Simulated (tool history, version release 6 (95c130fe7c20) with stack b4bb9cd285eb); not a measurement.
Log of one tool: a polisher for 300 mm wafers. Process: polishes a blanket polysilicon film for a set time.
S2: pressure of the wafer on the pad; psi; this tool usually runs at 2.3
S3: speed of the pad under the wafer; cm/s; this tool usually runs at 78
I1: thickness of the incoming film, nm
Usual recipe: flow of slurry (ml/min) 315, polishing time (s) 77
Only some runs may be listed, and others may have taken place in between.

run 1 hour=0.0 | flow_of_slurry_(ml/min)=315 S2=2.5 S3=78 polishing_time_(s)=77 | I1=1845.8 | film_removed_(nm)=465.6
-- hour=5.8 worn pad replaced by a new one
run 2 hour=13.7 | flow_of_slurry_(ml/min)=315 S2=2.5 S3=78 polishing_time_(s)=77 | I1=1848.6 | film_removed_(nm)=512.3
run 3 hour=27.4 | flow_of_slurry_(ml/min)=315 S2=2.3 S3=78 polishing_time_(s)=77 | I1=1877.9 | film_removed_(nm)=474.2
run 4 hour=34.1 | flow_of_slurry_(ml/min)=315 S2=2.3 S3=78 polishing_time_(s)=77 | I1=1850.1 | film_removed_(nm)=463.9
run 5 hour=42.2 | flow_of_slurry_(ml/min)=315 S2=2.3 S3=78 polishing_time_(s)=77 | I1=1882.6 | film_removed_(nm)=460.7
run 6 hour=50.5 | flow_of_slurry_(ml/min)=315 S2=2.3 S3=98 polishing_time_(s)=77 | I1=1857.0 | film_removed_(nm)=584.8
-- hour=52.9 head pressure recalibrated
run 7 hour=68.0 | flow_of_slurry_(ml/min)=315 S2=2.3 S3=98 polishing_time_(s)=77 | I1=1861.3 | film_removed_(nm)=577.2
run 8 hour=83.5 | flow_of_slurry_(ml/min)=315 S2=2.3 S3=98 polishing_time_(s)=77 | I1=1857.5 | film_removed_(nm)=586.5
-- hour=84.9 slurry nozzle cleaned
run 9 hour=93.7 | flow_of_slurry_(ml/min)=420 S2=3.1 S3=62 polishing_time_(s)=91 | I1=1830.4 | film_removed_(nm)=544.5
run 10 hour=107.5 | flow_of_slurry_(ml/min)=355 S2=2.3 S3=78 polishing_time_(s)=77 | I1=1828.9 | film_removed_(nm)=446.4
-- hour=119.5 worn pad replaced by a new one
run 11 hour=120.0 | flow_of_slurry_(ml/min)=315 S2=2.3 S3=78 polishing_time_(s)=50 | I1=1872.4 | film_removed_(nm)=309.9
run 12 hour=122.9 | flow_of_slurry_(ml/min)=260 S2=2.3 S3=78 polishing_time_(s)=77 | I1=1853.6 | film_removed_(nm)=473.8
run 13 hour=129.8 | flow_of_slurry_(ml/min)=315 S2=2.3 S3=78 polishing_time_(s)=77 | I1=1880.8 | film_removed_(nm)=485.1
run 14 hour=137.4 | flow_of_slurry_(ml/min)=395 S2=1.6 S3=54 polishing_time_(s)=51 | I1=1849.6 | film_removed_(nm)=172.4
run 15 hour=146.3 | flow_of_slurry_(ml/min)=235 S2=2.3 S3=78 polishing_time_(s)=63 | I1=1871.1 | film_removed_(nm)=381.8
run 16 hour=163.1 | flow_of_slurry_(ml/min)=230 S2=1.8 S3=98 polishing_time_(s)=50 | I1=1870.9 | film_removed_(nm)=314.0

Each run again, without the hidden state but with its own random variation kept:
The hidden state here: removal rate lost through wear of the pad, %; slurry flow missing at the pad, %; deviation of the head's pressure from its setpoint, %.
run=1 film_removed_(nm)=520.4
run=2 film_removed_(nm)=521.9
run=3 film_removed_(nm)=484.5
run=4 film_removed_(nm)=475.2
run=5 film_removed_(nm)=473.8
run=6 film_removed_(nm)=604.5
run=7 film_removed_(nm)=605.2
run=8 film_removed_(nm)=625.4
run=9 film_removed_(nm)=588.4
run=10 film_removed_(nm)=492.5
run=11 film_removed_(nm)=311.3
run=12 film_removed_(nm)=476.0
run=13 film_removed_(nm)=487.7
run=14 film_removed_(nm)=173.6
run=15 film_removed_(nm)=385.6
run=16 film_removed_(nm)=319.9

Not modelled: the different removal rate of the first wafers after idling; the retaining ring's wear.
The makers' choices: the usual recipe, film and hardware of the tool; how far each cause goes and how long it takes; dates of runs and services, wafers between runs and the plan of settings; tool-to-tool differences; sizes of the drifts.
